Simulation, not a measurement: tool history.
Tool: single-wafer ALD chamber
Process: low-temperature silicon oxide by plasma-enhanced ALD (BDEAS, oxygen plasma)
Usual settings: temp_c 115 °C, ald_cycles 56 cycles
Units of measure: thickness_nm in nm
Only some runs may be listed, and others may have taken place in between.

run    hour  temp_c  ald_cycles  read-back reference wafer on the same gauge, thickness_nm  thickness_nm
  1     0.0     115          56                                                      7.508         7.707
  2    84.6     115          56                                                      7.508         7.691
  3   148.5     115          56                                                      7.505         7.712
  4   230.1     115          56                                                      7.511         7.687
  5   277.7     115          56                                                      7.510         7.673
  6   364.8     115          56                                                      7.512         7.665
  7   452.1     115          56                                                      7.510         7.654
  8   556.9     115          51                                                      7.513         7.007
  9   603.4     115          51                                                      7.515         7.013
 10   644.6     115          56                                                      7.507         7.664
 11   736.6     126          56                                                      7.503         7.543
 12   789.0     115          49                                                      7.504         6.716
 13   852.7     115          56                                                      7.513         7.658
 14   959.2     115          56                                                      7.504         7.648
 15  1015.0     110          56                                                      7.505         7.669
 16  1115.9     115          56                                                      7.511         7.651
 17  1196.4     108          66                                                      7.514         9.121
 18  1388.6     115          56                                                      7.509         7.638
     1409.7  -- thermocouple changed; heater temperature recalibrated
 19  1456.0     102          53                                                      7.508         7.502
 20  1511.6     115          47                                                      7.505         6.496
     1514.8  -- gauge calibrated
 21  1572.1     115          56                                                      7.510         7.705
 22  1621.7     115          56                                                      7.509         7.713
 23  1693.9     127          53                                                      7.515         7.171
 24  1974.6     103          56                                                      7.510         7.864
 25  2045.8     120          63                                                      7.508         8.588

What will run 26 give?
 26  2083.8     129          56                                                          ?             ?

{"run 26": {"read-back reference wafer on the same gauge, thickness_nm": 7.513, "thickness_nm": 7.486}}
Without the tool's hidden state the same run would have given thickness_nm 7.515 nm.
